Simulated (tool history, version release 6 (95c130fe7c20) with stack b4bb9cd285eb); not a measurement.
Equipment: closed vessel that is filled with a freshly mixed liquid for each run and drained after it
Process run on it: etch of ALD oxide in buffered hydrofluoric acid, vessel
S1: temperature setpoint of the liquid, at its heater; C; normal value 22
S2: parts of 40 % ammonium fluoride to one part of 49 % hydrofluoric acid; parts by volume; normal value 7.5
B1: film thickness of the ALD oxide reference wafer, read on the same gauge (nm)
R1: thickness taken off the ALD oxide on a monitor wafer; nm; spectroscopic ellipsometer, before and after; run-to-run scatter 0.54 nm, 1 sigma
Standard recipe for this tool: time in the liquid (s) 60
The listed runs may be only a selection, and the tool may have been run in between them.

Run 1, hour 0: usual settings but time in the liquid (s) 30; B1 70. Result: R1 54.86 nm.
Run 2, hour 36: usual settings but time in the liquid (s) 30; B1 70. Result: R1 54.55 nm.
Run 3, hour 86.4: usual settings; B1 70.01. Result: R1 108.8 nm.
Run 4, hour 140.2: usual settings; B1 69.99. Result: R1 109.01 nm.
Run 5, hour 212: usual settings; B1 70. Result: R1 108.53 nm.
Run 6, hour 282.2: usual settings; B1 69.99. Result: R1 108.34 nm.
Run 7, hour 325.7: usual settings; B1 70.02. Result: R1 108.92 nm.
Run 8, hour 356.7: usual settings; B1 70. Result: R1 108.49 nm.
Run 9, hour 390.3: usual settings; B1 70.01. Result: R1 107.66 nm.
Run 10, hour 421: usual settings; B1 70.02. Result: R1 107.68 nm.
Run 11, hour 454.6: usual settings but S1 18 C, S2 10 parts by volume, time in the liquid (s) 80; B1 70. Result: R1 87.84 nm.
Run 12, hour 505.4: usual settings but S1 18.5 C; B1 70.02. Result: R1 90.62 nm.
Run 13, hour 565.8: usual settings but time in the liquid (s) 30; B1 69.99. Result: R1 54.69 nm.
Run 14, hour 592: usual settings; B1 69.99. Result: R1 110.66 nm.
Run 15, hour 661.9: usual settings; B1 70.01. Result: R1 110.03 nm.
Run 16, hour 771.9: usual settings but S1 24 C, S2 8.5 parts by volume, time in the liquid (s) 30; B1 69.99. Result: R1 53.4 nm.
Run 17, hour 817.6: usual settings; B1 70.01. Result: R1 108.9 nm.
Run 18, hour 871.2: usual settings; B1 70. Result: R1 109.55 nm.
Run 19, hour 916.6: usual settings but S2 6 parts by volume; B1 70.02. Result: R1 137.17 nm.
Run 20, hour 951.9: usual settings but S1 25.5 C, S2 9.5 parts by volume, time in the liquid (s) 35; B1 70.02. Result: R1 62.78 nm.
Run 21, hour 1078.2: usual settings but S1 20.5 C, S2 5 parts by volume, time in the liquid (s) 70; B1 69.98. Result: R1 171.38 nm.
Run 22, hour 1132.3: usual settings but S1 23.5 C, time in the liquid (s) 35; B1 70. Result: R1 69.83 nm.
Run 23, hour 1185.2: usual settings but S1 23.5 C, S2 6 parts by volume, time in the liquid (s) 30; B1 69.99. Result: R1 73.76 nm.
Run 24, hour 1254.9: usual settings but S1 18.5 C, S2 5 parts by volume, time in the liquid (s) 95; B1 70.02. Result: R1 205.38 nm.
Run 25, hour 1310.3: usual settings but S2 10 parts by volume; B1 70. Result: R1 84.46 nm.
Run 26, hour 1344.5: usual settings but S1 20 C, S2 8.5 parts by volume, time in the liquid (s) 75; B1 70.01. Result: R1 106.97 nm.
Run 27, hour 1399.5: usual settings but S1 23.5 C; B1 70. Result: R1 118.72 nm.
Run 28, hour 1460.1: usual settings but S1 19 C, S2 5 parts by volume, time in the liquid (s) 50; B1 70.03. Result: R1 113.48 nm.
Run 29, hour 1520.2: usual settings but S1 24 C, S2 6.5 parts by volume, time in the liquid (s) 70; B1 70. Result: R1 167.18 nm.
Run 30, hour 1557.2: usual settings but S1 24 C, S2 10 parts by volume, time in the liquid (s) 40; B1 70. Result: R1 63.49 nm.
Run 31, hour 1585.5: usual settings; B1 70.02. Result: R1 110.63 nm.
Run 32, hour 1612.8: usual settings but S1 26.5 C, S2 5.5 parts by volume, time in the liquid (s) 90; B1 70.01. Result: R1 279.7 nm.
Run 33, hour 1645.9: usual settings but S1 26.5 C, S2 9 parts by volume; B1 69.99. Result: R1 116.41 nm.

Put back what was entered between runs (4 entries, withheld): which listed runs does each sit between, and how does the hidden state differ from the listed run before to the listed run after?
In the gap between runs 5 and 6: gauge calibrated (hour 239.6)
  liquid colder than its thermometer reads (K): 0.339 -> 0.351; hydrofluoric acid flow below the setpoint (%): 2.16 -> 2.35
  measured minus no-state result, R1: -4.71 -> -4.99 nm
In the gap between runs 11 and 12: hydrofluoric acid flow meter replaced (hour 459.7)
  liquid colder than its thermometer reads (K): 0.38 -> 0.388; hydrofluoric acid flow below the setpoint (%): 2.8 -> 0.306
  measured minus no-state result, R1: -4.45 -> -2.33 nm
In the gap between runs 18 and 19: thermometer replaced (hour 879.5)
  liquid colder than its thermometer reads (K): 0.449 -> 0.0854; hydrofluoric acid flow below the setpoint (%): 1.27 -> 1.39
  measured minus no-state result, R1: -4.33 -> -2.37 nm
In the gap between runs 27 and 28: hydrofluoric acid flow meter replaced (hour 1419)
  liquid colder than its thermometer reads (K): 0.166 -> 0.176; hydrofluoric acid flow below the setpoint (%): 2.67 -> 0.606
  measured minus no-state result, R1: -4.67 -> -1.74 nm
